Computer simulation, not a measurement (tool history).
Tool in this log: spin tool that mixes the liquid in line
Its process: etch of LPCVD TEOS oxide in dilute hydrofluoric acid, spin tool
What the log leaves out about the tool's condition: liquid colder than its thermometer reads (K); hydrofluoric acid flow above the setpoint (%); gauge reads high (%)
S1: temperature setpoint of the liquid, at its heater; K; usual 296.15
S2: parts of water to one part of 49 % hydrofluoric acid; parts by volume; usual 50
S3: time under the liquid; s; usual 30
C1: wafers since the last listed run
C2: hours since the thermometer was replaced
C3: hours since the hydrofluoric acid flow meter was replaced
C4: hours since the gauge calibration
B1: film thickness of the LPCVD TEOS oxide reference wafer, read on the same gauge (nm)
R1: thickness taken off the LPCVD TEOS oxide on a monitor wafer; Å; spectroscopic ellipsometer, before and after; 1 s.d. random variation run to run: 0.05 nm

{"run": 1, "hour": 0.0, "S1": 296.15, "S2": 50, "S3": 30, "C1": 0, "C2": 1836.6, "C3": 1548.5, "C4": 183.8, "B1": 70.01, "R1": 106.6}
{"run": 2, "hour": 8.8, "S1": 296.15, "S2": 50, "S3": 30, "C1": 66, "C2": 1845.4, "C3": 1557.3, "C4": 192.6, "B1": 69.99, "R1": 106.8}
{"run": 3, "hour": 16.0, "S1": 296.15, "S2": 50, "S3": 20, "C1": 54, "C2": 1852.6, "C3": 1564.5, "C4": 199.8, "B1": 69.98, "R1": 70.9}
{"run": 4, "hour": 27.0, "S1": 296.15, "S2": 50, "S3": 30, "C1": 82, "C2": 1863.6, "C3": 1575.5, "C4": 210.8, "B1": 70.0, "R1": 106.1}
{"run": 5, "hour": 77.8, "S1": 296.15, "S2": 50, "S3": 30, "C1": 381, "C2": 1914.4, "C3": 1626.3, "C4": 261.6, "B1": 70.0, "R1": 106.3}
{"run": 6, "hour": 92.2, "S1": 296.15, "S2": 50, "S3": 30, "C1": 108, "C2": 1928.8, "C3": 1640.7, "C4": 276.0, "B1": 70.0, "R1": 105.4}
{"run": 7, "hour": 99.8, "S1": 296.15, "S2": 50, "S3": 30, "C1": 57, "C2": 1936.4, "C3": 1648.3, "C4": 283.6, "B1": 69.98, "R1": 106.7}
{"hour": 106.0, "done": "thermometer replaced"}
{"run": 8, "hour": 109.6, "S1": 296.15, "S2": 60, "S3": 20, "C1": 66, "C2": 3.6, "C3": 1658.1, "C4": 293.4, "B1": 70.0, "R1": 62.7}
{"run": 9, "hour": 120.8, "S1": 296.15, "S2": 60, "S3": 20, "C1": 84, "C2": 14.8, "C3": 1669.3, "C4": 304.6, "B1": 69.98, "R1": 63.2}
{"run": 10, "hour": 138.1, "S1": 296.15, "S2": 50, "S3": 30, "C1": 129, "C2": 32.1, "C3": 1686.6, "C4": 321.9, "B1": 70.0, "R1": 115.1}
{"run": 11, "hour": 153.1, "S1": 296.15, "S2": 50, "S3": 30, "C1": 112, "C2": 47.1, "C3": 1701.6, "C4": 336.9, "B1": 69.99, "R1": 114.3}
{"run": 12, "hour": 164.9, "S1": 298.15, "S2": 50, "S3": 30, "C1": 88, "C2": 58.9, "C3": 1713.4, "C4": 348.7, "B1": 70.0, "R1": 124.1}

Estimate the outcome of run 13 from the log above:
{"run": 13, "hour": 171.6, "S1": 292.15, "S2": 75, "S3": 25, "C1": 50, "C2": 65.6, "C3": 1720.1, "C4": 355.4, "B1": "?", "R1": "?"}

{"run 13": {"B1": 70.03, "R1": 51.7}}
Minus the tool's unlogged condition, the same run would have read R1 53.1 Å.

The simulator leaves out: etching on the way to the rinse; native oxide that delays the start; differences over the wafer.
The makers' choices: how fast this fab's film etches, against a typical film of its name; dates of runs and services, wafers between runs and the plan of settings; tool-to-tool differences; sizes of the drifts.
